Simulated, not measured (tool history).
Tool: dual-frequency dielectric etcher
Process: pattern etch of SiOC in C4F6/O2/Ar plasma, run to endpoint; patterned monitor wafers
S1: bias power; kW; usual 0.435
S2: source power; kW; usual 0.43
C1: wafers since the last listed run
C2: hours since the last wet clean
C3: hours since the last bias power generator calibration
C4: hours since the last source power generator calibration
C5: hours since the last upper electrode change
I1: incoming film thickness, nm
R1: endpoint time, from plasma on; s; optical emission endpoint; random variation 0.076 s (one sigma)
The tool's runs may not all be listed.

| run | hour | S1 | S2 | C1 | C2 | C3 | C4 | C5 | I1 | R1 |
|---|---|---|---|---|---|---|---|---|---|---|
| 1 | 0 | 0.367 | 0.5 | 0 | 443.6 | 3815.1 | 1752.9 | 5988.6 | 35.97 | 13.6 |
| 2 | 14.4 | 0.435 | 0.43 | 143 | 458 | 3829.5 | 1767.3 | 6003 | 36.09 | 13.6 |
| 3 | 31.5 | 0.435 | 0.43 | 170 | 475.1 | 3846.6 | 1784.4 | 6020.1 | 35.93 | 13.5 |
| 4 | 37.7 | 0.435 | 0.43 | 61 | 481.3 | 3852.8 | 1790.6 | 6026.3 | 35.97 | 13.6 |
|  | 62.3 | upper electrode replaced |
| 5 | 62.8 | 0.435 | 0.43 | 10 | 506.4 | 3877.9 | 1815.7 | 0.5 | 35.87 | 13.5 |
| 6 | 67 | 0.435 | 0.39 | 41 | 510.6 | 3882.1 | 1819.9 | 4.7 | 35.82 | 13.9 |
| 7 | 79.1 | 0.435 | 0.39 | 120 | 522.7 | 3894.2 | 1832 | 16.8 | 36.04 | 14.1 |
|  | 91.4 | source power generator calibrated |
| 8 | 91.8 | 0.435 | 0.43 | 86 | 535.4 | 3906.9 | 0.4 | 29.5 | 36.18 | 13.5 |
| 9 | 104.5 | 0.435 | 0.43 | 126 | 548.1 | 3919.6 | 13.1 | 42.2 | 36.02 | 13.5 |
| 10 | 113 | 0.355 | 0.43 | 84 | 556.6 | 3928.1 | 21.6 | 50.7 | 36.22 | 14.7 |
| 11 | 119 | 0.355 | 0.43 | 59 | 562.6 | 3934.1 | 27.6 | 56.7 | 35.79 | 14.5 |
| 12 | 133.2 | 0.435 | 0.43 | 141 | 576.8 | 3948.3 | 41.8 | 70.9 | 36.07 | 13.5 |
| 13 | 141.1 | 0.435 | 0.43 | 78 | 584.7 | 3956.2 | 49.7 | 78.8 | 36.04 | 13.5 |
| 14 | 153.7 | 0.435 | 0.43 | 125 | 597.3 | 3968.8 | 62.3 | 91.4 | 35.79 | 13.4 |
| 15 | 168.8 | 0.37 | 0.47 | 150 | 612.4 | 3983.9 | 77.4 | 106.5 | 36.2 | 13.8 |
|  | 183.8 | bias power generator calibrated |
| 16 | 184.3 | 0.488 | 0.39 | 114 | 627.9 | 0.5 | 92.9 | 122 | 36.39 | 13.5 |
| 17 | 190.7 | 0.435 | 0.43 | 63 | 634.3 | 6.9 | 99.3 | 128.4 | 35.82 | 13.3 |
| 18 | 206.6 | 0.37 | 0.47 | 158 | 650.2 | 22.8 | 115.2 | 144.3 | 36.26 | 14 |
| 19 | 221.4 | 0.435 | 0.43 | 147 | 665 | 37.6 | 130 | 159.1 | 36.61 | 13.6 |
| 20 | 233.7 | 0.332 | 0.52 | 122 | 677.3 | 49.9 | 142.3 | 171.4 | 36.21 | 13.9 |
| 21 | 250.3 | 0.361 | 0.48 | 165 | 693.9 | 66.5 | 158.9 | 188 | 35.75 | 13.7 |
| 22 | 261.8 | 0.39 | 0.43 | 114 | 705.4 | 78 | 170.4 | 199.5 | 36.06 | 14 |
|  | 289.5 | wet clean of the chamber |
| 23 | 290 | 0.5 | 0.43 | 41 | 0.5 | 106.2 | 198.6 | 227.7 | 35.83 | 13.1 |
| 24 | 290.3 | 0.435 | 0.52 | 2 | 0.8 | 106.5 | 198.9 | 228 | 35.93 | 12.8 |
| 25 | 303 | 0.435 | 0.43 | 126 | 13.5 | 119.2 | 211.6 | 240.7 | 36.02 | 13.7 |
| 26 | 316.1 | 0.435 | 0.43 | 130 | 26.6 | 132.3 | 224.7 | 253.8 | 35.9 | 13.7 |
| 27 | 331 | 0.435 | 0.43 | 148 | 41.5 | 147.2 | 239.6 | 268.7 | 36.32 | 13.9 |
| 28 | 346.1 | 0.435 | 0.53 | 150 | 56.6 | 162.3 | 254.7 | 283.8 | 36.01 | 12.6 |
| 29 | 356.6 | 0.53 | 0.34 | 104 | 67.1 | 172.8 | 265.2 | 294.3 | 36.23 | 14.1 |
| 30 | 371.2 | 0.487 | 0.43 | 145 | 81.7 | 187.4 | 279.8 | 308.9 | 35.92 | 13.1 |
| 31 | 381.8 | 0.435 | 0.43 | 105 | 92.3 | 198 | 290.4 | 319.5 | 35.95 | 13.7 |
| 32 | 392.2 | 0.349 | 0.5 | 103 | 102.7 | 208.4 | 300.8 | 329.9 | 36.24 | 14 |
| 33 | 403.9 | 0.485 | 0.34 | 116 | 114.4 | 220.1 | 312.5 | 341.6 | 36.27 | 14.5 |
| 34 | 412.3 | 0.342 | 0.52 | 83 | 122.8 | 228.5 | 320.9 | 350 | 35.86 | 13.9 |
| 35 | 427 | 0.522 | 0.46 | 146 | 137.5 | 243.2 | 335.6 | 364.7 | 36.07 | 12.4 |
| 36 | 440.6 | 0.529 | 0.54 | 135 | 151.1 | 256.8 | 349.2 | 378.3 | 35.58 | 11.4 |

The tool's hidden state at each run:
bias power that arrives over what is set, %: 0 in every run
source power that arrives over what is set, %: 0 in every run
H1: etch rate over this chamber's usual, %
| run | H1 |
|---|---|
| 1 | 1.74 |
| 2 | 1.82 |
| 3 | 1.92 |
| 4 | 1.95 |
| 5 | 2.1 |
| 6 | 2.12 |
| 7 | 2.19 |
| 8 | 2.27 |
| 9 | 2.34 |
| 10 | 2.39 |
| 11 | 2.42 |
| 12 | 2.5 |
| 13 | 2.55 |
| 14 | 2.62 |
| 15 | 2.71 |
| 16 | 2.8 |
| 17 | 2.84 |
| 18 | 2.93 |
| 19 | 3.01 |
| 20 | 3.08 |
| 21 | 3.18 |
| 22 | 3.25 |
| 23 | 0.63 |
| 24 | 0.632 |
| 25 | 0.705 |
| 26 | 0.781 |
| 27 | 0.866 |
| 28 | 0.953 |
| 29 | 1.01 |
| 30 | 1.1 |
| 31 | 1.16 |
| 32 | 1.22 |
| 33 | 1.29 |
| 34 | 1.33 |
| 35 | 1.42 |
| 36 | 1.5 |

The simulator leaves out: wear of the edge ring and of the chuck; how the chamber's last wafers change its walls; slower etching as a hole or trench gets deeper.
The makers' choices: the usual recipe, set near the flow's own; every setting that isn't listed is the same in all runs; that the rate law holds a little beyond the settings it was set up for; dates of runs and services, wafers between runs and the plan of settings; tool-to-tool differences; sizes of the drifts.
